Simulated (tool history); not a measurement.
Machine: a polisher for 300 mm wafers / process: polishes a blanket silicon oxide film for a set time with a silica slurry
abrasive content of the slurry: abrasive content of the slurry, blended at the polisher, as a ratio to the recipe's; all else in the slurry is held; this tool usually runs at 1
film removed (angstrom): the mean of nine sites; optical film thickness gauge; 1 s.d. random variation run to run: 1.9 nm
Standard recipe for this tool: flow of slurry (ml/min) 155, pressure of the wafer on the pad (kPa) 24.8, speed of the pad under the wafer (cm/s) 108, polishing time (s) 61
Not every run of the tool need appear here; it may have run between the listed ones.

| run | hour | flow of slurry (ml/min) | pressure of the wafer on the pad (kPa) | speed of the pad under the wafer (cm/s) | abrasive content of the slurry | polishing time (s) | incoming thickness of the incoming film, nm | film removed (angstrom) |
|---|---|---|---|---|---|---|---|---|
| 1 | 0 | 155 | 24.8 | 108 | 1 | 61 | 1763.4 | 1438 |
|  | 8.1 | worn pad replaced by a new one |
| 2 | 15.9 | 155 | 24.8 | 108 | 1 | 61 | 1738.9 | 1408 |
| 3 | 23.2 | 155 | 24.8 | 108 | 1 | 61 | 1733.1 | 1426 |
| 4 | 34.2 | 155 | 24.8 | 108 | 1 | 61 | 1725.5 | 1420 |
| 5 | 45.8 | 155 | 24.8 | 108 | 1 | 61 | 1726 | 1414 |
| 6 | 63.9 | 125 | 24.8 | 108 | 1 | 61 | 1775.4 | 1324 |
| 7 | 73.3 | 170 | 24.8 | 108 | 1 | 71 | 1726.4 | 1703 |
| 8 | 88.4 | 155 | 24.8 | 108 | 1 | 61 | 1726.3 | 1372 |
| 9 | 98.3 | 175 | 24.8 | 108 | 1 | 70 | 1749.9 | 1610 |
|  | 117.2 | conditioning disc replaced and pad reconditioned |
| 10 | 117.7 | 155 | 24.8 | 108 | 1 | 61 | 1765.7 | 1385 |
|  | 129.7 | worn pad replaced by a new one |
| 11 | 130.2 | 155 | 24.8 | 108 | 1.1 | 48 | 1765.9 | 1095 |
| 12 | 134.1 | 205 | 31.7 | 76 | 1 | 61 | 1756.6 | 1375 |
|  | 162.8 | slurry nozzle cleaned |
| 13 | 173.3 | 105 | 24.8 | 108 | 1 | 61 | 1771.5 | 1107 |
| 14 | 189.5 | 130 | 19.3 | 72 | 1 | 53 | 1721.2 | 732 |
|  | 201 | slurry blender recalibrated |
| 15 | 201.5 | 155 | 24.8 | 108 | 1 | 61 | 1754 | 1478 |
| 16 | 215.6 | 130 | 17.9 | 108 | 1.15 | 61 | 1748.4 | 1213 |
| 17 | 228.9 | 125 | 24.8 | 132 | 0.85 | 75 | 1742.9 | 1754 |
| 18 | 237.3 | 155 | 24.8 | 108 | 1 | 61 | 1746.8 | 1503 |
|  | 244.1 | worn pad replaced by a new one |
| 19 | 252 | 155 | 17.9 | 108 | 0.85 | 48 | 1751.4 | 893 |
| 20 | 267.1 | 120 | 24.8 | 70 | 1 | 50 | 1756.4 | 856 |
| 21 | 284.7 | 155 | 17.9 | 74 | 1 | 61 | 1757.2 | 962 |
| 22 | 295.3 | 155 | 24.8 | 108 | 1 | 61 | 1773.8 | 1425 |
| 23 | 303.3 | 125 | 24.8 | 82 | 0.75 | 72 | 1759 | 1236 |
| 24 | 315.1 | 125 | 24.8 | 84 | 1 | 61 | 1754.2 | 1149 |
| 25 | 325.8 | 155 | 26.9 | 108 | 1 | 61 | 1743.6 | 1510 |
| 26 | 341.6 | 120 | 26.9 | 132 | 1.25 | 61 | 1741.3 | 1714 |
| 27 | 349.4 | 210 | 33.1 | 108 | 1.3 | 41 | 1750.5 | 1320 |

3 ways to go on from here, each from the tool as it stands after run 27. What would each give?
| A | 349.8 | 155 | 24.8 | 108 | 1 | 61 | 1750.9 | ? |
| B | 349.8 | 135 | 24.8 | 108 | 1.25 | 46 | 1750.9 | ? |
| C | 349.8 | 180 | 33.8 | 146 | 1 | 61 | 1750.9 | ? |

| run | film removed (angstrom) |
|---|---|
| A | 1405 |
| B | 1111 |
| C | 2133 |
Had the tool no hidden state, the same runs would have come out as:
| run | film removed (angstrom) |
|---|---|
| A | 1466 |
| B | 1154 |
| C | 2225 |
